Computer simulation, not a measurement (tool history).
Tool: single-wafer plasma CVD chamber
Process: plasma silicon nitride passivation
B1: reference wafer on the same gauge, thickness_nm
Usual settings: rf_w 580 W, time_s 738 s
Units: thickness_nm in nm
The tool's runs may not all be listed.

Run 1, hour 0: usual settings; B1 1191.034. Result: thickness_nm 1067.036 nm.
Run 2, hour 84.6: usual settings but time_s 834 s; B1 1189.879. Result: thickness_nm 1200.055 nm.
Run 3, hour 133.9: usual settings but time_s 834 s; B1 1190.537. Result: thickness_nm 1203.984 nm.
Run 4, hour 198: usual settings; B1 1191.707. Result: thickness_nm 1063.299 nm.
Run 5, hour 243.2: usual settings; B1 1188.667. Result: thickness_nm 1070.509 nm.
Run 6, hour 344.3: usual settings; B1 1189.826. Result: thickness_nm 1061.673 nm.
Run 7, hour 380.7: usual settings but rf_w 675 W; B1 1190.249. Result: thickness_nm 1104.398 nm.
Run 8, hour 466.7: usual settings but rf_w 675 W; B1 1191.116. Result: thickness_nm 1104.447 nm.
Run 9, hour 546.7: usual settings; B1 1190.814. Result: thickness_nm 1061.365 nm.
Run 10, hour 613.2: usual settings but time_s 808 s; B1 1190.437. Result: thickness_nm 1166.719 nm.
Run 11, hour 663.2: usual settings but time_s 808 s; B1 1191.487. Result: thickness_nm 1158.663 nm.
Run 12, hour 757.9: usual settings; B1 1189.618. Result: thickness_nm 1057.374 nm.
Run 13, hour 813.4: usual settings; B1 1189.801. Result: thickness_nm 1056.43 nm.
Run 14, hour 892.2: usual settings; B1 1189.767. Result: thickness_nm 1048.727 nm.
Run 15, hour 946.2: usual settings; B1 1188.1. Result: thickness_nm 1056.452 nm.
Run 16, hour 1010.4: usual settings; B1 1189.695. Result: thickness_nm 1053.97 nm.
Run 17, hour 1101.2: usual settings; B1 1191.204. Result: thickness_nm 1051.197 nm.
Run 18, hour 1178.6: usual settings; B1 1190.136. Result: thickness_nm 1050.208 nm.
Run 19, hour 1260.4: usual settings; B1 1189.255. Result: thickness_nm 1052.574 nm.
Run 20, hour 1354: usual settings but rf_w 665 W, time_s 825 s; B1 1190.119. Result: thickness_nm 1218.709 nm.
At hour 1447.6: RF generator calibrated.
Run 21, hour 1456.6: usual settings but rf_w 480 W, time_s 679 s; B1 1190.061. Result: thickness_nm 940.777 nm.
Run 22, hour 1536.3: usual settings but rf_w 615 W, time_s 854 s; B1 1189.402. Result: thickness_nm 1263.622 nm.
Run 23, hour 1602.7: usual settings but rf_w 550 W; B1 1188.476. Result: thickness_nm 1052.352 nm.
Run 24, hour 1671: usual settings but rf_w 520 W, time_s 879 s; B1 1189.352. Result: thickness_nm 1236.752 nm.
Run 25, hour 1745.2: usual settings but rf_w 490 W, time_s 874 s; B1 1190.113. Result: thickness_nm 1201.019 nm.
Run 26, hour 1785.1: usual settings but rf_w 505 W; B1 1190.279. Result: thickness_nm 1032.806 nm.
Run 27, hour 1847.6: usual settings but rf_w 520 W, time_s 676 s; B1 1189.44. Result: thickness_nm 952.693 nm.
Run 28, hour 1928.3: usual settings; B1 1191.82. Result: thickness_nm 1071.984 nm.
At hour 1936.6: gauge calibrated.
Run 29, hour 2002.9: usual settings but rf_w 470 W, time_s 657 s; B1 1189.092. Result: thickness_nm 897.35 nm.
Run 30, hour 2055.8: usual settings but rf_w 610 W, time_s 833 s; B1 1190.573. Result: thickness_nm 1230.197 nm.
Run 31, hour 2154.9: usual settings but rf_w 540 W; B1 1189.848. Result: thickness_nm 1048.377 nm.
At hour 2181.8: showerhead replaced.
Run 32, hour 2228.8: usual settings; B1 1189.965. Result: thickness_nm 1064.395 nm.
Run 33, hour 2336.1: usual settings but rf_w 490 W, time_s 810 s; B1 1190.197. Result: thickness_nm 1115.433 nm.
Run 34, hour 2385.2: usual settings; B1 1189.157. Result: thickness_nm 1057.82 nm.
Run 35, hour 2480.4: usual settings; B1 1190.038. Result: thickness_nm 1057.464 nm.
Run 36, hour 2534.6: usual settings but time_s 858 s; B1 1190.582. Result: thickness_nm 1232.588 nm.
Run 37, hour 2571.9: usual settings but rf_w 650 W, time_s 673 s; B1 1189.662. Result: thickness_nm 999.03 nm.
Run 38, hour 2674.5: usual settings; B1 1189.396. Result: thickness_nm 1055.41 nm.
Run 39, hour 2757.4: usual settings but rf_w 535 W, time_s 777 s; B1 1189.708. Result: thickness_nm 1088.138 nm.
Run 40, hour 2836.1: usual settings; B1 1189.698. Result: thickness_nm 1058.433 nm.
Run 41, hour 2928.4: usual settings but rf_w 515 W; B1 1189.205. Result: thickness_nm 1021.722 nm.
Run 42, hour 3025.1: usual settings but rf_w 540 W, time_s 628 s; B1 1191.63. Result: thickness_nm 879.731 nm.
Run 43, hour 3069.9: usual settings but rf_w 545 W, time_s 844 s; B1 1189.454. Result: thickness_nm 1192.118 nm.

Measured less the same run without the tool's hidden state. The same run-to-run variation is in both; the gauge's scatter may not be:
The hidden state here: delivered RF power above the setpoint (%); gauge reads high (%).
run  thickness_nm
  1        -8.949
  2       -11.212
  3       -11.922
  4       -11.303
  5       -11.931
  6        -13.06
  7       -14.047
  8       -15.141
  9       -15.532
 10       -17.973
 11       -18.523
 12       -18.072
 13       -18.743
 14       -19.578
 15       -20.396
 16       -21.149
 17       -22.226
 18       -23.175
 19       -24.259
 20        -29.46
 21        -0.813
 22        -2.193
 23        -2.593
 24        -3.977
 25        -4.846
 26        -4.624
 27        -4.927
 28        -6.507
 29        -6.195
 30        -9.223
 31         -9.03
 32       -10.057
 33       -11.899
 34       -11.876
 35       -13.023
 36       -15.947
 37       -13.354
 38       -15.358
 39       -16.881
 40       -17.391
 41        -17.89
 42       -16.404
 43       -22.858
